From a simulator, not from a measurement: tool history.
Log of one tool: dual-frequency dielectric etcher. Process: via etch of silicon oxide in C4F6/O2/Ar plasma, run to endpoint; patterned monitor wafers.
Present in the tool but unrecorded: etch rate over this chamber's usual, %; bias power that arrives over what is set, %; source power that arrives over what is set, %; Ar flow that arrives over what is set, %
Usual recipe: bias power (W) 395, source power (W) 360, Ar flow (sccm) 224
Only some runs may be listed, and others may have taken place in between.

run     day  bias power (W)  source power (W)  Ar flow (sccm)  wafers since the last listed run  hours since the last wet clean  hours since the last bias power generator calibration  hours since the last source power generator calibration  hours since the last Ar flow controller change  hours since the last upper electrode change  incoming incoming film thickness, nm  endpoint time (s)
  1   0.000             395               360             224                                 0                           387.5                                                  937.2                                                   3016.3                                          4595.9                                       1981.0                                 114.9               29.0
  2   2.783             395               360             224                               724                           454.3                                                 1004.0                                                   3083.1                                          4662.7                                       2047.8                                 115.1               28.9
      3.842  -- wet clean of the chamber
  3   4.471             395               360             224                               178                            15.1                                                 1044.5                                                   3123.6                                          4703.2                                       2088.3                                 115.2               30.5
  4   6.404             395               360             224                               502                            61.5                                                 1090.9                                                   3170.0                                          4749.6                                       2134.7                                 114.8               29.6
  5   8.446             395               360             224                               531                           110.5                                                 1139.9                                                   3219.0                                          4798.6                                       2183.7                                 115.1               30.3
  6  11.050             395               360             224                               677                           173.0                                                 1202.4                                                   3281.5                                          4861.1                                       2246.2                                 114.9               29.9
  7  12.925             395               360             224                               487                           218.0                                                 1247.4                                                   3326.5                                          4906.1                                       2291.2                                 115.2               29.3
  8  15.683             395               360             224                               717                           284.2                                                 1313.6                                                   3392.7                                          4972.3                                       2357.4                                 115.1               29.2
  9  17.304             395               390             183                               421                           323.1                                                 1352.5                                                   3431.6                                          5011.2                                       2396.3                                 115.4               28.1
 10  19.246             395               360             224                               505                           369.7                                                 1399.1                                                   3478.2                                          5057.8                                       2442.9                                 115.8               29.6
     22.033  -- wet clean of the chamber
 11  22.054             395               360             224                               470                             0.5                                                 1466.5                                                   3545.6                                          5125.2                                       2510.3                                 115.4               30.9
 12  23.029             395               360             224                               253                            23.9                                                 1489.9                                                   3569.0                                          5148.6                                       2533.7                                 115.2               30.4
 13  24.692             395               360             224                               432                            63.8                                                 1529.8                                                   3608.9                                          5188.5                                       2573.6                                 114.5               30.1
     26.142  -- upper electrode replaced
 14  26.442             395               360             224                               195                           105.8                                                 1571.8                                                   3650.9                                          5230.5                                          7.2                                 115.7               30.2
     27.133  -- source power generator calibrated
 15  28.392             427               360             181                               463                           152.6                                                 1618.6                                                     30.2                                          5277.3                                         54.0                                 115.9               28.9
     29.375  -- bias power generator calibrated
 16  33.204             339               360             250                              1208                           268.1                                                   91.9                                                    145.7                                          5392.8                                        169.5                                 115.6               31.9
 17  34.629             395               360             224                               370                           302.3                                                  126.1                                                    179.9                                          5427.0                                        203.7                                 117.2               29.9
     36.417  -- Ar flow controller replaced
 18  36.488             432               300             272                               418                           346.9                                                  170.7                                                    224.5                                             1.7                                        248.3                                 115.5               31.0
     39.804  -- wet clean of the chamber
 19  40.196             334               360             224                               704                             9.4                                                  259.7                                                    313.5                                            90.7                                        337.3                                 116.3               33.0
 20  41.271             395               360             224                               279                            35.2                                                  285.5                                                    339.3                                           116.5                                        363.1                                 115.7               30.1
 21  43.321             395               360             187                               533                            84.4                                                  334.7                                                    388.5                                           165.7                                        412.3                                 115.3               29.3
 22  45.129             395               360             181                               470                           127.8                                                  378.1                                                    431.9                                           209.1                                        455.7                                 116.3               29.7
 23  47.967             313               390             180                               738                           195.9                                                  446.2                                                    500.0                                           277.2                                        523.8                                 115.9               31.3
 24  49.812             427               360             224                               480                           240.2                                                  490.5                                                    544.3                                           321.5                                        568.1                                 115.9               28.7
 25  51.354             333               360             193                               401                           277.2                                                  527.5                                                    581.3                                           358.5                                        605.1                                 115.1               30.9
 26  53.421             460               310             168                               537                           326.8                                                  577.1                                                    630.9                                           408.1                                        654.7                                 115.1               28.1
     55.962  -- wet clean of the chamber
 27  59.121             455               320             207                              1222                            75.8                                                  713.9                                                    767.7                                           544.9                                        791.5                                 115.0               29.8
 28  62.112             344               360             253                               778                           147.6                                                  785.7                                                    839.5                                           616.7                                        863.3                                 115.7               32.0

Run 29, settings as shown, results not yet in. Your forecast:
 29  64.833             395               360             224                               707                           212.9                                                  851.0                                                    904.8                                           682.0                                        928.6                                 115.9                  ?

{"run 29": {"endpoint time (s)": 29.9}}
With no hidden state in the tool, this same run would have given endpoint time (s) 30.4.
